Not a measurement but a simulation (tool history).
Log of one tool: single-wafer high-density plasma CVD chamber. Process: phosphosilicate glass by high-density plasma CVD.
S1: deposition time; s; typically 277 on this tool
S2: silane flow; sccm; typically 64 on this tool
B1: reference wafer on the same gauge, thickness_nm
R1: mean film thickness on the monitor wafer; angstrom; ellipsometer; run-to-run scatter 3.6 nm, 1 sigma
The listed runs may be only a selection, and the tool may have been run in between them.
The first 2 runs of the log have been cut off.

Run 3, hour 193.4: usual settings; B1 1599.640. Result: R1 16681.60 angstrom.
Run 4, hour 298.0: usual settings; B1 1600.304. Result: R1 16719.13 angstrom.
Run 5, hour 370.8: usual settings; B1 1599.880. Result: R1 16649.21 angstrom.
Run 6, hour 436.4: usual settings but S2 56 sccm; B1 1599.830. Result: R1 14599.48 angstrom.
Run 7, hour 500.1: usual settings but S1 292 s; B1 1600.542. Result: R1 17657.53 angstrom.
Run 8, hour 573.1: usual settings; B1 1599.942. Result: R1 16670.74 angstrom.
Run 9, hour 615.2: usual settings; B1 1600.271. Result: R1 16722.65 angstrom.
Run 10, hour 698.7: usual settings; B1 1599.560. Result: R1 16694.30 angstrom.
Run 11, hour 794.2: usual settings; B1 1599.751. Result: R1 16728.55 angstrom.
Run 12, hour 832.5: usual settings; B1 1599.532. Result: R1 16663.84 angstrom.
Run 13, hour 930.5: usual settings but S1 306 s; B1 1599.883. Result: R1 18497.02 angstrom.
Run 14, hour 1030.5: usual settings but S1 306 s; B1 1600.456. Result: R1 18463.36 angstrom.
Run 15, hour 1081.2: usual settings but S1 250 s, S2 59 sccm; B1 1600.080. Result: R1 13869.62 angstrom.
Run 16, hour 1183.1: usual settings; B1 1599.751. Result: R1 16676.54 angstrom.
Run 17, hour 1222.2: usual settings; B1 1599.901. Result: R1 16684.31 angstrom.
Run 18, hour 1313.8: usual settings; B1 1600.115. Result: R1 16716.02 angstrom.
At hour 1335.7: gauge calibrated.
Run 19, hour 1368.2: usual settings but S1 310 s, S2 55 sccm; B1 1600.686. Result: R1 16057.84 angstrom.
Run 20, hour 1419.5: usual settings but S1 297 s, S2 71 sccm; B1 1599.959. Result: R1 19748.95 angstrom.
Run 21, hour 1497.0: usual settings but S1 241 s, S2 60 sccm; B1 1600.738. Result: R1 13629.43 angstrom.

Run 22 has not been measured yet. What should we expect?
Run 22, hour 1534.4: usual settings but S1 252 s, S2 68 sccm; B1 ?. Result: R1 ?.

B1: 1600.138
R1: 16134.28 angstrom
With the hidden condition absent and the run-to-run variation left alone, this run would have shown R1 16134.28 angstrom.
